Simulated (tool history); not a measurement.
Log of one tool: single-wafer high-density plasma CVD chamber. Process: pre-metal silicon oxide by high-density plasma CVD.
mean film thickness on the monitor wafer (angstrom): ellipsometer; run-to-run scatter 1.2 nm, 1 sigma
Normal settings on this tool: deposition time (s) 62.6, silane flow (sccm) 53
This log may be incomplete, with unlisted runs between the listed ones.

run    hour  deposition time (s)  silane flow (sccm)  wafers since the last listed run  hours since the silane flow controller was replaced  hours since the gauge calibration  read-back reference wafer on the same gauge, thickness_nm  mean film thickness on the monitor wafer (angstrom)
  1     0.0                 62.6                  53                                 0                                               1289.6                              342.7                                                    265.431                                              2932.66
  2    75.6                 62.6                  53                              1227                                               1365.2                              418.3                                                    264.996                                              2915.84
  3   121.5                 62.6                  53                               745                                               1411.1                              464.2                                                    264.910                                              2918.76
  4   166.5                 62.6                  53                               730                                               1456.1                              509.2                                                    264.262                                              2917.60
  5   245.9                 62.6                  53                              1288                                               1535.5                              588.6                                                    263.904                                              2910.62
  6   306.0                 62.6                  53                               975                                               1595.6                              648.7                                                    263.520                                              2917.00
  7   388.5                 62.6                  53                              1339                                               1678.1                              731.2                                                    263.012                                              2895.16
  8   433.6                 62.6                  53                               732                                               1723.2                              776.3                                                    262.655                                              2904.04
  9   474.9                 62.6                  53                               670                                               1764.5                              817.6                                                    262.618                                              2894.57
      500.0  -- silane flow controller replaced
 10   534.6                 62.6                  59                               839                                                 34.6                              877.3                                                    262.107                                              3226.85
 11   615.6                 62.6                  59                              1314                                                115.6                              958.3                                                    261.604                                              3193.30
 12   682.5                 72.9                  58                              1085                                                182.5                             1025.2                                                    261.050                                              3673.54
      727.0  -- gauge calibrated
 13   777.4                 71.5                  58                              1540                                                277.4                               50.4                                                    266.376                                              3675.47
 14   842.1                 74.1                  61                              1050                                                342.1                              115.1                                                    265.982                                              3995.29
 15   925.8                 56.0                  49                              1358                                                425.8                              198.8                                                    265.132                                              2416.44
 16   973.0                 52.5                  63                               766                                                473.0                              246.0                                                    264.921                                              2892.14
 17  1064.4                 62.6                  53                              1483                                                564.4                              337.4                                                    264.467                                              2899.72
 18  1106.6                 62.6                  53                               684                                                606.6                              379.6                                                    264.128                                              2907.47
 19  1185.7                 54.4                  49                              1283                                                685.7                              458.7                                                    263.546                                              2326.39
 20  1278.8                 57.6                  49                              1511                                                778.8                              551.8                                                    262.963                                              2466.81
 21  1338.3                 71.4                  53                               965                                                838.3                              611.3                                                    262.517                                              3279.28

Estimate the outcome of run 22 from the log above:
 22  1434.0                 73.3                  59                              1553                                                934.0                              707.0                                                          ?                                                    ?

Run 22 measured read-back reference wafer on the same gauge, thickness_nm 262.245, mean film thickness on the monitor wafer (angstrom) 3774.79.
Take away the tool's hidden state, keep the run-to-run variation as it was, and the same run would have given mean film thickness on the monitor wafer (angstrom) 3846.37.
